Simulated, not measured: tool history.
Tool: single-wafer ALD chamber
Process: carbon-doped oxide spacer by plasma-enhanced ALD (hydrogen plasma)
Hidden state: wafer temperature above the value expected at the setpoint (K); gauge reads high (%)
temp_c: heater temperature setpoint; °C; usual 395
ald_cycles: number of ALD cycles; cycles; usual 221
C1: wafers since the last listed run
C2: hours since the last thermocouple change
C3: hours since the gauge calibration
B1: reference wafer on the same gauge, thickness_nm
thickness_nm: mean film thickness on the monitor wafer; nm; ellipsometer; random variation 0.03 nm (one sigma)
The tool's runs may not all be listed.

Run 1, hour 0.0: usual settings but temp_c 404 °C; C1 0; C2 556.7; C3 1555.2; B1 13.462. Result: thickness_nm 11.754 nm.
Run 2, hour 39.5: usual settings but temp_c 404 °C; C1 66; C2 596.2; C3 1594.7; B1 13.444. Result: thickness_nm 11.777 nm.
Run 3, hour 117.0: usual settings but temp_c 404 °C; C1 129; C2 673.7; C3 1672.2; B1 13.456. Result: thickness_nm 11.782 nm.
Run 4, hour 156.0: usual settings; C1 65; C2 712.7; C3 1711.2; B1 13.448. Result: thickness_nm 11.891 nm.
Run 5, hour 230.4: usual settings; C1 124; C2 787.1; C3 1785.6; B1 13.431. Result: thickness_nm 11.830 nm.
Run 6, hour 298.3: usual settings but temp_c 390 °C; C1 113; C2 855.0; C3 1853.5; B1 13.436. Result: thickness_nm 11.852 nm.
Run 7, hour 344.6: usual settings but temp_c 403 °C; C1 77; C2 901.3; C3 1899.8; B1 13.438. Result: thickness_nm 11.760 nm.
Run 8, hour 423.9: usual settings but temp_c 403 °C; C1 133; C2 980.6; C3 1979.1; B1 13.435. Result: thickness_nm 11.728 nm.
Run 9, hour 529.0: usual settings but temp_c 403 °C; C1 176; C2 1085.7; C3 2084.2; B1 13.417. Result: thickness_nm 11.752 nm.
Run 10, hour 590.4: usual settings but ald_cycles 194 cycles; C1 102; C2 1147.1; C3 2145.6; B1 13.416. Result: thickness_nm 10.421 nm.
Run 11, hour 648.7: usual settings but ald_cycles 194 cycles; C1 97; C2 1205.4; C3 2203.9; B1 13.413. Result: thickness_nm 10.342 nm.
Run 12, hour 730.6: usual settings; C1 137; C2 1287.3; C3 2285.8; B1 13.390. Result: thickness_nm 11.890 nm.
Run 13, hour 838.1: usual settings; C1 180; C2 1394.8; C3 2393.3; B1 13.394. Result: thickness_nm 11.831 nm.
Run 14, hour 920.9: usual settings; C1 138; C2 1477.6; C3 2476.1; B1 13.389. Result: thickness_nm 11.840 nm.
Run 15, hour 964.2: usual settings but temp_c 400 °C; C1 72; C2 1520.9; C3 2519.4; B1 13.382. Result: thickness_nm 11.821 nm.
Run 16, hour 1021.9: usual settings but temp_c 400 °C; C1 96; C2 1578.6; C3 2577.1; B1 13.378. Result: thickness_nm 11.819 nm.
Run 17, hour 1077.9: usual settings; C1 93; C2 1634.6; C3 2633.1; B1 13.384. Result: thickness_nm 11.805 nm.
Run 18, hour 1148.6: usual settings; C1 118; C2 1705.3; C3 2703.8; B1 13.364. Result: thickness_nm 11.766 nm.
Run 19, hour 1251.3: usual settings; C1 172; C2 1808.0; C3 2806.5; B1 13.369. Result: thickness_nm 11.786 nm.
Run 20, hour 1334.6: usual settings; C1 139; C2 1891.3; C3 2889.8; B1 13.343. Result: thickness_nm 11.769 nm.
Run 21, hour 1440.2: usual settings; C1 177; C2 1996.9; C3 2995.4; B1 13.328. Result: thickness_nm 11.783 nm.
Run 22, hour 1478.7: usual settings; C1 64; C2 2035.4; C3 3033.9; B1 13.335. Result: thickness_nm 11.818 nm.
Run 23, hour 1539.0: usual settings; C1 101; C2 2095.7; C3 3094.2; B1 13.340. Result: thickness_nm 11.821 nm.
Run 24, hour 1640.4: usual settings but temp_c 380 °C, ald_cycles 258 cycles; C1 170; C2 2197.1; C3 3195.6; B1 13.333. Result: thickness_nm 13.684 nm.
Run 25, hour 1742.1: usual settings but temp_c 402 °C, ald_cycles 263 cycles; C1 170; C2 2298.8; C3 3297.3; B1 13.324. Result: thickness_nm 13.862 nm.
Run 26, hour 1784.0: usual settings but temp_c 382 °C, ald_cycles 188 cycles; C1 70; C2 2340.7; C3 3339.2; B1 13.296. Result: thickness_nm 9.983 nm.
At hour 1856.7: thermocouple changed; heater temperature recalibrated.
Run 27, hour 1886.3: usual settings but temp_c 409 °C, ald_cycles 199 cycles; C1 158; C2 29.6; C3 3441.5; B1 13.297. Result: thickness_nm 10.308 nm.
Run 28, hour 1939.7: usual settings but temp_c 388 °C, ald_cycles 245 cycles; C1 89; C2 83.0; C3 3494.9; B1 13.290. Result: thickness_nm 13.005 nm.
Run 29, hour 2018.3: usual settings; C1 131; C2 161.6; C3 3573.5; B1 13.281. Result: thickness_nm 11.730 nm.
At hour 2212.0: gauge calibrated.
Run 30, hour 2329.6: usual settings but temp_c 409 °C, ald_cycles 256 cycles; C1 522; C2 472.9; C3 117.6; B1 13.493. Result: thickness_nm 13.472 nm.
Run 31, hour 2385.6: usual settings; C1 93; C2 528.9; C3 173.6; B1 13.487. Result: thickness_nm 11.913 nm.
Run 32, hour 2470.3: usual settings but temp_c 406 °C, ald_cycles 255 cycles; C1 142; C2 613.6; C3 258.3; B1 13.511. Result: thickness_nm 13.502 nm.
Run 33, hour 2563.8: usual settings but temp_c 381 °C; C1 156; C2 707.1; C3 351.8; B1 13.493. Result: thickness_nm 11.893 nm.
Run 34, hour 2659.0: usual settings; C1 159; C2 802.3; C3 447.0; B1 13.502. Result: thickness_nm 11.967 nm.
Run 35, hour 2754.1: usual settings but temp_c 408 °C, ald_cycles 182 cycles; C1 159; C2 897.4; C3 542.1; B1 13.495. Result: thickness_nm 9.612 nm.
Run 36, hour 2790.2: usual settings but temp_c 384 °C, ald_cycles 185 cycles; C1 60; C2 933.5; C3 578.2; B1 13.498. Result: thickness_nm 9.993 nm.
Run 37, hour 2881.9: usual settings but temp_c 386 °C, ald_cycles 235 cycles; C1 153; C2 1025.2; C3 669.9; B1 13.494. Result: thickness_nm 12.619 nm.
Run 38, hour 2938.0: usual settings but temp_c 403 °C, ald_cycles 248 cycles; C1 94; C2 1081.3; C3 726.0; B1 13.505. Result: thickness_nm 13.296 nm.
Run 39, hour 3005.3: usual settings but temp_c 388 °C, ald_cycles 248 cycles; C1 112; C2 1148.6; C3 793.3; B1 13.480. Result: thickness_nm 13.367 nm.
Run 40, hour 3080.4: usual settings; C1 125; C2 1223.7; C3 868.4; B1 13.478. Result: thickness_nm 11.921 nm.
Run 41, hour 3119.5: usual settings but temp_c 399 °C, ald_cycles 259 cycles; C1 65; C2 1262.8; C3 907.5; B1 13.489. Result: thickness_nm 13.910 nm.
Run 42, hour 3166.7: usual settings but temp_c 386 °C, ald_cycles 242 cycles; C1 79; C2 1310.0; C3 954.7; B1 13.474. Result: thickness_nm 13.020 nm.
Run 43, hour 3205.4: usual settings but temp_c 389 °C, ald_cycles 196 cycles; C1 64; C2 1348.7; C3 993.4; B1 13.490. Result: thickness_nm 10.596 nm.
Run 44, hour 3387.9: usual settings but temp_c 386 °C, ald_cycles 199 cycles; C1 306; C2 1531.2; C3 1175.9; B1 13.467. Result: thickness_nm 10.711 nm.

Some steps in thickness_nm between neighbouring runs. How much of each would the tool show without its hidden state too (settings, what came in, random variation), and how much is left for the hidden state, with any gauge scatter that isn't in both results?
Run 25 -> 26: temp_c 402 -> 382, ald_cycles 263 -> 188. thickness_nm -3.879 nm: hidden state +0.051, all else -3.930.
Run 27 -> 28: temp_c 409 -> 388, ald_cycles 199 -> 245. thickness_nm +2.697 nm: hidden state -0.048, all else +2.745.
Run 29 -> 30: temp_c 395 -> 409, ald_cycles 221 -> 256, gauge calibrated. thickness_nm +1.742 nm: hidden state +0.194, all else +1.548.
Run 36 -> 37: temp_c 384 -> 386, ald_cycles 185 -> 235. thickness_nm +2.626 nm: hidden state -0.003, all else +2.629.

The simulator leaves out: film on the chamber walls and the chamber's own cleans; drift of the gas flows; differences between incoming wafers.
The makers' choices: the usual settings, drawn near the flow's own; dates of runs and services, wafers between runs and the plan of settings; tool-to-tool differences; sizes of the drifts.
